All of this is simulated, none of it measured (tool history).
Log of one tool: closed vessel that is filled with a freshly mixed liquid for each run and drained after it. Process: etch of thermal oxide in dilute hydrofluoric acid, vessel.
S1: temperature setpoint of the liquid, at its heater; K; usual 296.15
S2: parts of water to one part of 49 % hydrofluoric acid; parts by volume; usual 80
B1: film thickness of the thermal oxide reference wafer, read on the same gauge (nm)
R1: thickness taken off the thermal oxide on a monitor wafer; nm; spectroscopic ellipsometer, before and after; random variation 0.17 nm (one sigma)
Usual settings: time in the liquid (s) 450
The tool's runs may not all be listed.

{"run": 1, "hour": 0.0, "S1": 296.15, "S2": 80, "time in the liquid (s)": 450, "B1": 40.02, "R1": 25.7}
{"run": 2, "hour": 16.9, "S1": 296.15, "S2": 80, "time in the liquid (s)": 450, "B1": 40.05, "R1": 25.89}
{"run": 3, "hour": 31.5, "S1": 296.15, "S2": 80, "time in the liquid (s)": 450, "B1": 40.02, "R1": 25.96}
{"run": 4, "hour": 44.9, "S1": 296.15, "S2": 80, "time in the liquid (s)": 450, "B1": 39.98, "R1": 25.81}
{"run": 5, "hour": 55.8, "S1": 296.15, "S2": 50, "time in the liquid (s)": 640, "B1": 40.01, "R1": 60.34}
{"run": 6, "hour": 68.6, "S1": 296.15, "S2": 80, "time in the liquid (s)": 450, "B1": 40, "R1": 25.47}
{"run": 7, "hour": 85.4, "S1": 296.15, "S2": 80, "time in the liquid (s)": 450, "B1": 40.02, "R1": 25.67}
{"run": 8, "hour": 100.2, "S1": 296.15, "S2": 80, "time in the liquid (s)": 450, "B1": 39.99, "R1": 25.8}
{"hour": 108.7, "done": "hydrofluoric acid flow meter replaced"}
{"run": 9, "hour": 111.8, "S1": 296.15, "S2": 80, "time in the liquid (s)": 450, "B1": 39.99, "R1": 22.58}
{"run": 10, "hour": 126.6, "S1": 296.15, "S2": 80, "time in the liquid (s)": 450, "B1": 39.99, "R1": 23.09}
{"run": 11, "hour": 138.0, "S1": 296.15, "S2": 80, "time in the liquid (s)": 450, "B1": 40.02, "R1": 23.07}
{"run": 12, "hour": 148.7, "S1": 296.15, "S2": 80, "time in the liquid (s)": 450, "B1": 40, "R1": 22.67}
{"run": 13, "hour": 173.3, "S1": 296.15, "S2": 80, "time in the liquid (s)": 450, "B1": 40.04, "R1": 22.5}
{"run": 14, "hour": 184.6, "S1": 296.15, "S2": 80, "time in the liquid (s)": 450, "B1": 39.99, "R1": 22.72}
{"run": 15, "hour": 193.5, "S1": 296.15, "S2": 80, "time in the liquid (s)": 450, "B1": 40.03, "R1": 22.9}
{"run": 16, "hour": 201.6, "S1": 293.65, "S2": 40, "time in the liquid (s)": 235, "B1": 40.01, "R1": 22.62}
{"run": 17, "hour": 209.7, "S1": 292.65, "S2": 90, "time in the liquid (s)": 585, "B1": 40.01, "R1": 22.46}
{"run": 18, "hour": 223.8, "S1": 300.15, "S2": 115, "time in the liquid (s)": 560, "B1": 40.03, "R1": 22.05}
{"run": 19, "hour": 237.1, "S1": 296.15, "S2": 90, "time in the liquid (s)": 450, "B1": 40.02, "R1": 20.12}
{"hour": 237.8, "done": "gauge calibrated"}
{"hour": 239.4, "done": "thermometer replaced"}
{"run": 20, "hour": 248.8, "S1": 299.65, "S2": 80, "time in the liquid (s)": 345, "B1": 39.98, "R1": 22.18}
{"run": 21, "hour": 265.7, "S1": 299.15, "S2": 115, "time in the liquid (s)": 450, "B1": 40.01, "R1": 19.17}
{"run": 22, "hour": 283.4, "S1": 293.65, "S2": 40, "time in the liquid (s)": 585, "B1": 40.02, "R1": 62.48}
{"run": 23, "hour": 297.5, "S1": 292.65, "S2": 115, "time in the liquid (s)": 565, "B1": 39.99, "R1": 18.67}
{"run": 24, "hour": 307.8, "S1": 296.15, "S2": 80, "time in the liquid (s)": 450, "B1": 40.01, "R1": 25.56}
{"run": 25, "hour": 322.3, "S1": 296.15, "S2": 80, "time in the liquid (s)": 450, "B1": 40.01, "R1": 25.13}
{"run": 26, "hour": 352.7, "S1": 294.65, "S2": 80, "time in the liquid (s)": 450, "B1": 40, "R1": 23.83}
{"run": 27, "hour": 395.0, "S1": 292.65, "S2": 90, "time in the liquid (s)": 585, "B1": 40, "R1": 25.42}
{"run": 28, "hour": 405.5, "S1": 296.15, "S2": 80, "time in the liquid (s)": 450, "B1": 39.99, "R1": 25.43}
{"run": 29, "hour": 415.3, "S1": 300.15, "S2": 110, "time in the liquid (s)": 360, "B1": 39.99, "R1": 16.76}
{"run": 30, "hour": 423.1, "S1": 294.15, "S2": 45, "time in the liquid (s)": 310, "B1": 39.97, "R1": 29.94}
{"run": 31, "hour": 432.1, "S1": 294.15, "S2": 40, "time in the liquid (s)": 535, "B1": 40.02, "R1": 57.97}
{"run": 32, "hour": 448.8, "S1": 292.65, "S2": 65, "time in the liquid (s)": 260, "B1": 40.02, "R1": 16.11}
{"run": 33, "hour": 463.1, "S1": 293.65, "S2": 80, "time in the liquid (s)": 380, "B1": 40.01, "R1": 19.18}

5 ways to go on from here, each from the tool as it stands after run 33. What would each give?
{"run": "A", "hour": 463.9, "S1": 296.15, "S2": 80, "time in the liquid (s)": 450, "B1": "?", "R1": "?"}
{"run": "B", "hour": 463.9, "S1": 292.15, "S2": 80, "time in the liquid (s)": 450, "B1": "?", "R1": "?"}
{"run": "C", "hour": 463.9, "S1": 293.15, "S2": 90, "time in the liquid (s)": 215, "B1": "?", "R1": "?"}
{"run": "D", "hour": 463.9, "S1": 296.15, "S2": 80, "time in the liquid (s)": 305, "B1": "?", "R1": "?"}
{"run": "E", "hour": 463.9, "S1": 296.15, "S2": 45, "time in the liquid (s)": 315, "B1": "?", "R1": "?"}

run=A B1=39.96 R1=25.66
run=B B1=39.96 R1=21.73
run=C B1=39.96 R1=9.52
run=D B1=39.96 R1=17.39
run=E B1=39.96 R1=33.33
Without the tool's hidden state the same runs would have given:
run=A R1=25.28
run=B R1=21.44
run=C R1=9.38
run=D R1=17.14
run=E R1=32.89
